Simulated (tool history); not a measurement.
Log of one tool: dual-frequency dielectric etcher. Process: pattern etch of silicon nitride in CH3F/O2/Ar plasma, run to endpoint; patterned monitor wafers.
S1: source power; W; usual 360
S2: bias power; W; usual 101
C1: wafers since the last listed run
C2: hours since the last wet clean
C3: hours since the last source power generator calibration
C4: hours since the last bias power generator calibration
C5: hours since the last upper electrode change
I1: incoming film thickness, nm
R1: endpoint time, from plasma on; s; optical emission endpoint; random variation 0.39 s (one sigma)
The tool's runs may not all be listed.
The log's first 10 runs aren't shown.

| run | hour | S1 | S2 | C1 | C2 | C3 | C4 | C5 | I1 | R1 |
|---|---|---|---|---|---|---|---|---|---|---|
| 11 | 483.8 | 380 | 101 | 609 | 188.8 | 168 | 1785.1 | 4122.4 | 41.02 | 55.3 |
| 12 | 512 | 360 | 101 | 247 | 217 | 196.2 | 1813.3 | 4150.6 | 41.58 | 56.8 |
| 13 | 536.8 | 380 | 113 | 217 | 241.8 | 221 | 1838.1 | 4175.4 | 41.05 | 52.3 |
|  | 576.1 | upper electrode replaced |
| 14 | 576.6 | 290 | 113 | 138 | 281.6 | 260.8 | 1877.9 | 0.5 | 41.72 | 56.3 |
| 15 | 612.2 | 360 | 93 | 312 | 317.2 | 296.4 | 1913.5 | 36.1 | 41.84 | 59.9 |
| 16 | 637.6 | 360 | 101 | 222 | 342.6 | 321.8 | 1938.9 | 61.5 | 41.53 | 57.2 |
| 17 | 706.5 | 360 | 101 | 604 | 411.5 | 390.7 | 2007.8 | 130.4 | 40.89 | 56.9 |
| 18 | 751.6 | 320 | 125 | 395 | 456.6 | 435.8 | 2052.9 | 175.5 | 41.31 | 53.1 |
| 19 | 801 | 360 | 87 | 433 | 506 | 485.2 | 2102.3 | 224.9 | 41.02 | 62.6 |
| 20 | 847.2 | 320 | 94 | 405 | 552.2 | 531.4 | 2148.5 | 271.1 | 41.87 | 63.5 |
| 21 | 886.9 | 360 | 101 | 348 | 591.9 | 571.1 | 2188.2 | 310.8 | 41.15 | 58.1 |
|  | 935.3 | wet clean of the chamber |
| 22 | 950 | 360 | 101 | 342 | 14.7 | 634.2 | 2251.3 | 373.9 | 41.46 | 56 |
| 23 | 1008.8 | 450 | 115 | 515 | 73.5 | 693 | 2310.1 | 432.7 | 41.7 | 49.4 |
| 24 | 1064.3 | 430 | 90 | 486 | 129 | 748.5 | 2365.6 | 488.2 | 41.95 | 57.9 |
| 25 | 1091.5 | 280 | 101 | 238 | 156.2 | 775.7 | 2392.8 | 515.4 | 41.52 | 60.7 |
|  | 1149.2 | bias power generator calibrated |
| 26 | 1158.1 | 360 | 101 | 548 | 222.8 | 842.3 | 8.9 | 582 | 41.64 | 57.7 |
| 27 | 1208 | 300 | 112 | 437 | 272.7 | 892.2 | 58.8 | 631.9 | 41.41 | 57.1 |
| 28 | 1250.2 | 360 | 101 | 369 | 314.9 | 934.4 | 101 | 674.1 | 41.37 | 57.2 |
| 29 | 1314.7 | 280 | 113 | 565 | 379.4 | 998.9 | 165.5 | 738.6 | 41.37 | 58.4 |
| 30 | 1384 | 300 | 114 | 607 | 448.7 | 1068.2 | 234.8 | 807.9 | 41.59 | 58 |
| 31 | 1442 | 420 | 101 | 508 | 506.7 | 1126.2 | 292.8 | 865.9 | 41.42 | 56 |
| 32 | 1496.5 | 280 | 101 | 477 | 561.2 | 1180.7 | 347.3 | 920.4 | 41.28 | 62.1 |
|  | 1557.6 | wet clean of the chamber |
| 33 | 1567.5 | 300 | 123 | 412 | 9.9 | 1251.7 | 418.3 | 991.4 | 41.3 | 52.7 |
| 34 | 1601.2 | 360 | 80 | 295 | 43.6 | 1285.4 | 452 | 1025.1 | 41.19 | 65.2 |
| 35 | 1645.2 | 390 | 81 | 385 | 87.6 | 1329.4 | 496 | 1069.1 | 41.46 | 62.6 |

Forecast each of these 4 alternatives for the next run:
| A | 1645.6 | 360 | 101 | 3 | 88 | 1329.8 | 496.4 | 1069.5 | 41.27 | ? |
| B | 1645.6 | 330 | 110 | 3 | 88 | 1329.8 | 496.4 | 1069.5 | 41.27 | ? |
| C | 1645.6 | 450 | 89 | 3 | 88 | 1329.8 | 496.4 | 1069.5 | 41.27 | ? |
| D | 1645.6 | 430 | 101 | 3 | 88 | 1329.8 | 496.4 | 1069.5 | 41.27 | ? |

| run | R1 |
|---|---|
| A | 55.6 |
| B | 54.3 |
| C | 55.9 |
| D | 52.7 |
Without the tool's hidden state the same runs would have given:
| run | R1 |
|---|---|
| A | 54.8 |
| B | 53.6 |
| C | 55.1 |
| D | 51.9 |
